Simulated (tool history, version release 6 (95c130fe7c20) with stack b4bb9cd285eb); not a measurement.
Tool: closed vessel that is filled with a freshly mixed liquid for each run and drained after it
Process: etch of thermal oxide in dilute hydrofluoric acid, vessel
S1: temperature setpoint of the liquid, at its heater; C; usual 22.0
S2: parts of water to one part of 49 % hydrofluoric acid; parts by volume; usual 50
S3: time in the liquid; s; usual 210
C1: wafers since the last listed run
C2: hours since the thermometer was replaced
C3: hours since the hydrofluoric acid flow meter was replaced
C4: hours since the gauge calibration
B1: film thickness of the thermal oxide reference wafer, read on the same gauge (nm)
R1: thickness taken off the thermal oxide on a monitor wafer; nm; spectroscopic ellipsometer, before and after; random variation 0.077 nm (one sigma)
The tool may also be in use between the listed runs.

Run 1, hour 0.0: usual settings but S1 19.0 C, S3 255 s; C1 0; C2 1206.8; C3 872.6; C4 350.1; B1 30.00. Result: R1 21.16 nm.
Run 2, hour 41.0: usual settings but S3 245 s; C1 4066; C2 1247.8; C3 913.6; C4 391.1; B1 30.01. Result: R1 23.08 nm.
Run 3, hour 67.3: usual settings but S3 245 s; C1 2608; C2 1274.1; C3 939.9; C4 417.4; B1 29.99. Result: R1 23.07 nm.
Run 4, hour 134.6: usual settings but S3 135 s; C1 6674; C2 1341.4; C3 1007.2; C4 484.7; B1 30.01. Result: R1 12.76 nm.
Run 5, hour 162.1: usual settings; C1 2727; C2 1368.9; C3 1034.7; C4 512.2; B1 30.01. Result: R1 19.82 nm.
Run 6, hour 199.2: usual settings; C1 3679; C2 1406.0; C3 1071.8; C4 549.3; B1 29.98. Result: R1 19.90 nm.
Run 7, hour 255.8: usual settings; C1 5613; C2 1462.6; C3 1128.4; C4 605.9; B1 30.01. Result: R1 19.67 nm.
Run 8, hour 316.4: usual settings; C1 6009; C2 1523.2; C3 1189.0; C4 666.5; B1 29.98. Result: R1 19.66 nm.
Run 9, hour 372.3: usual settings; C1 5543; C2 1579.1; C3 1244.9; C4 722.4; B1 30.01. Result: R1 19.66 nm.
Run 10, hour 405.3: usual settings but S1 18.5 C; C1 3272; C2 1612.1; C3 1277.9; C4 755.4; B1 29.99. Result: R1 17.04 nm.
Run 11, hour 472.8: usual settings but S1 18.5 C; C1 6694; C2 1679.6; C3 1345.4; C4 822.9; B1 30.00. Result: R1 16.87 nm.
At hour 497.7: hydrofluoric acid flow meter replaced.
Run 12, hour 513.7: usual settings but S1 18.0 C, S2 55 parts by volume; C1 3957; C2 1720.5; C3 16.0; C4 863.8; B1 30.05. Result: R1 14.98 nm.
Run 13, hour 584.6: usual settings but S1 18.0 C, S2 55 parts by volume; C1 7031; C2 1791.4; C3 86.9; C4 934.7; B1 29.96. Result: R1 14.97 nm.
Run 14, hour 629.7: usual settings but S1 23.5 C, S2 40 parts by volume, S3 90 s; C1 4472; C2 1836.5; C3 132.0; C4 979.8; B1 29.99. Result: R1 11.45 nm.
Run 15, hour 672.1: usual settings but S2 30 parts by volume; C1 4204; C2 1878.9; C3 174.4; C4 1022.2; B1 30.00. Result: R1 33.47 nm.
Run 16, hour 823.2: usual settings but S2 60 parts by volume; C1 14985; C2 2030.0; C3 325.5; C4 1173.3; B1 29.99. Result: R1 16.20 nm.
At hour 843.8: thermometer replaced.
Run 17, hour 865.0: usual settings but S3 135 s; C1 4046; C2 21.2; C3 367.3; C4 1215.1; B1 29.99. Result: R1 13.00 nm.
Run 18, hour 925.2: usual settings but S2 40 parts by volume; C1 5970; C2 81.4; C3 427.5; C4 1275.3; B1 29.95. Result: R1 25.74 nm.
Run 19, hour 972.3: usual settings but S3 290 s; C1 4671; C2 128.5; C3 474.6; C4 1322.4; B1 30.03. Result: R1 27.93 nm.
Run 20, hour 1017.2: usual settings but S1 20.0 C, S2 60 parts by volume, S3 305 s; C1 4452; C2 173.4; C3 519.5; C4 1367.3; B1 30.00. Result: R1 22.18 nm.
Run 21, hour 1080.9: usual settings; C1 6317; C2 237.1; C3 583.2; C4 1431.0; B1 30.05. Result: R1 20.28 nm.
Run 22, hour 1128.2: usual settings but S1 18.0 C, S2 55 parts by volume; C1 4690; C2 284.4; C3 630.5; C4 1478.3; B1 30.02. Result: R1 15.40 nm.
Run 23, hour 1190.2: usual settings but S1 26.5 C; C1 6148; C2 346.4; C3 692.5; C4 1540.3; B1 30.00. Result: R1 24.20 nm.
Run 24, hour 1221.3: usual settings but S1 24.0 C; C1 3084; C2 377.5; C3 723.6; C4 1571.4; B1 29.97. Result: R1 21.90 nm.
At hour 1229.8: gauge calibrated.
Run 25, hour 1275.1: usual settings but S1 20.5 C, S2 55 parts by volume, S3 295 s; C1 5335; C2 431.3; C3 777.4; C4 45.3; B1 30.04. Result: R1 24.14 nm.
Run 26, hour 1344.6: usual settings; C1 6892; C2 500.8; C3 846.9; C4 114.8; B1 29.97. Result: R1 20.01 nm.
Run 27, hour 1376.7: usual settings; C1 3183; C2 532.9; C3 879.0; C4 146.9; B1 30.00. Result: R1 20.12 nm.
Run 28, hour 1405.7: usual settings but S1 26.5 C, S2 60 parts by volume, S3 150 s; C1 2876; C2 561.9; C3 908.0; C4 175.9; B1 30.00. Result: R1 14.16 nm.
Run 29, hour 1433.9: usual settings but S2 40 parts by volume, S3 115 s; C1 2796; C2 590.1; C3 936.2; C4 204.1; B1 29.98. Result: R1 13.94 nm.
Run 30, hour 1569.3: usual settings but S1 26.5 C, S2 70 parts by volume; C1 13428; C2 725.5; C3 1071.6; C4 339.5; B1 30.01. Result: R1 16.65 nm.
Run 31, hour 1602.1: usual settings but S1 25.0 C, S2 30 parts by volume; C1 3252; C2 758.3; C3 1104.4; C4 372.3; B1 30.01. Result: R1 38.81 nm.
Run 32, hour 1698.4: usual settings but S1 17.5 C, S2 65 parts by volume; C1 9550; C2 854.6; C3 1200.7; C4 468.6; B1 30.02. Result: R1 12.43 nm.
Run 33, hour 1766.8: usual settings but S1 26.0 C, S2 35 parts by volume, S3 165 s; C1 6783; C2 923.0; C3 1269.1; C4 537.0; B1 29.99. Result: R1 26.75 nm.
Run 34, hour 1832.7: usual settings but S2 35 parts by volume; C1 6535; C2 988.9; C3 1335.0; C4 602.9; B1 30.00. Result: R1 28.98 nm.
Run 35, hour 1859.9: usual settings but S1 19.5 C, S2 60 parts by volume; C1 2697; C2 1016.1; C3 1362.2; C4 630.1; B1 29.95. Result: R1 14.75 nm.

Forecast each of these 3 alternatives for the next run:
Run A, hour 1860.6: usual settings but S3 305 s; C1 69; C2 1016.8; C3 1362.9; C4 630.8; B1 ?. Result: R1 ?.
Run B, hour 1860.6: usual settings but S2 25 parts by volume, S3 125 s; C1 69; C2 1016.8; C3 1362.9; C4 630.8; B1 ?. Result: R1 ?.
Run C, hour 1860.6: usual settings but S1 25.0 C, S2 30 parts by volume, S3 100 s; C1 69; C2 1016.8; C3 1362.9; C4 630.8; B1 ?. Result: R1 ?.

run     B1     R1
  A  30.01  28.83
  B  30.01  24.38
  C  30.01  18.33
Without the tool's hidden state the same runs would have given:
run     R1
  A  29.36
  B  24.85
  C  18.67
